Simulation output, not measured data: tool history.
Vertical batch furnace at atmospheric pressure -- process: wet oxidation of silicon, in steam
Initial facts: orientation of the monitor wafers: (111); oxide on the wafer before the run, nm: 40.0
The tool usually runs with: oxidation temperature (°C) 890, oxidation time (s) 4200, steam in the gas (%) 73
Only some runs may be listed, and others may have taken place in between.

| run | hour | oxidation temperature (°C) | oxidation time (s) | steam in the gas (%) | read-back reference wafer on the same gauge, thickness | oxide thickness on the monitor wafer (angstrom) |
|---|---|---|---|---|---|---|
| 1 | 0.0 | 890 | 4200 | 73 | 153.05 | 1797.2 |
| 2 | 23.8 | 890 | 4200 | 73 | 153.00 | 1798.9 |
| 3 | 31.8 | 890 | 4200 | 73 | 152.99 | 1783.6 |
| 4 | 51.1 | 909 | 4200 | 73 | 153.09 | 2146.3 |
| 5 | 105.3 | 909 | 4200 | 73 | 152.97 | 2142.7 |
| 6 | 122.0 | 909 | 4200 | 73 | 153.02 | 2150.1 |
| 7 | 139.6 | 890 | 4200 | 73 | 153.07 | 1787.0 |
| 8 | 150.8 | 890 | 4200 | 73 | 152.98 | 1789.7 |
| 9 | 162.9 | 890 | 4200 | 73 | 152.97 | 1790.4 |
| 10 | 177.9 | 890 | 4200 | 73 | 153.08 | 1785.1 |
| 11 | 187.4 | 890 | 4200 | 78 | 152.98 | 1863.3 |
| 12 | 196.1 | 890 | 4200 | 73 | 152.96 | 1783.9 |
| 13 | 215.7 | 890 | 4200 | 73 | 153.01 | 1794.8 |
| 14 | 233.8 | 890 | 2820 | 80 | 153.04 | 1448.6 |
|  | 255.4 | gauge calibrated |
| 15 | 256.9 | 890 | 2820 | 80 | 153.06 | 1453.7 |
| 16 | 279.2 | 890 | 2820 | 80 | 153.00 | 1450.2 |
| 17 | 290.1 | 890 | 5250 | 76 | 153.02 | 2144.5 |
| 18 | 301.3 | 890 | 4200 | 73 | 152.97 | 1790.7 |
| 19 | 320.1 | 890 | 4980 | 73 | 153.10 | 2022.7 |
| 20 | 335.8 | 890 | 4200 | 77 | 152.99 | 1857.7 |
| 21 | 359.1 | 890 | 4950 | 76 | 153.05 | 2061.8 |
| 22 | 372.5 | 890 | 4200 | 73 | 153.01 | 1789.0 |
| 23 | 392.6 | 875 | 3180 | 76 | 153.06 | 1305.2 |
| 24 | 401.1 | 904 | 2640 | 68 | 153.00 | 1434.7 |
| 25 | 410.1 | 890 | 4200 | 73 | 153.00 | 1787.1 |
|  | 438.3 | thermocouples replaced and temperature profile calibrated |
|  | 444.0 | steam generator serviced |
| 26 | 444.5 | 890 | 4200 | 62 | 152.95 | 1695.8 |
| 27 | 450.4 | 890 | 5430 | 73 | 153.02 | 2268.6 |
| 28 | 471.3 | 890 | 5520 | 73 | 152.99 | 2284.8 |
| 29 | 484.9 | 899 | 6120 | 83 | 153.07 | 2939.7 |
| 30 | 503.3 | 910 | 4200 | 80 | 153.02 | 2444.5 |
| 31 | 568.3 | 899 | 3660 | 69 | 153.06 | 1803.2 |
| 32 | 581.6 | 876 | 4200 | 73 | 153.02 | 1621.3 |
| 33 | 596.9 | 866 | 5940 | 63 | 152.95 | 1670.8 |
| 34 | 615.8 | 890 | 4200 | 73 | 153.06 | 1869.7 |
| 35 | 639.4 | 901 | 4950 | 80 | 153.04 | 2500.2 |
| 36 | 656.7 | 898 | 6090 | 63 | 152.99 | 2378.7 |
| 37 | 669.9 | 915 | 4200 | 73 | 152.99 | 2381.5 |

Below, each run's measurement less what the same run would have read without the hidden state. Both values contain the same run-to-run variation, but the gauge's scatter may not be the same in both:
Hidden state present: true tube temperature minus thermocouple reading, K; steam share off its setpoint, % of the setpoint; gauge reads high (%).
| run | oxide thickness on the monitor wafer (angstrom) |
|---|---|
| 1 | -110.0 |
| 2 | -110.3 |
| 3 | -109.5 |
| 4 | -130.5 |
| 5 | -130.7 |
| 6 | -131.4 |
| 7 | -110.4 |
| 8 | -110.6 |
| 9 | -110.7 |
| 10 | -110.6 |
| 11 | -116.0 |
| 12 | -110.6 |
| 13 | -111.4 |
| 14 | -87.1 |
| 15 | -87.5 |
| 16 | -87.3 |
| 17 | -135.6 |
| 18 | -111.6 |
| 19 | -127.6 |
| 20 | -116.5 |
| 21 | -130.5 |
| 22 | -112.0 |
| 23 | -78.0 |
| 24 | -85.5 |
| 25 | -112.0 |
| 26 | -1.7 |
| 27 | -3.0 |
| 28 | -5.4 |
| 29 | -9.0 |
| 30 | -9.5 |
| 31 | -12.6 |
| 32 | -12.4 |
| 33 | -14.2 |
| 34 | -17.3 |
| 35 | -25.7 |
| 36 | -26.4 |
| 37 | -27.2 |
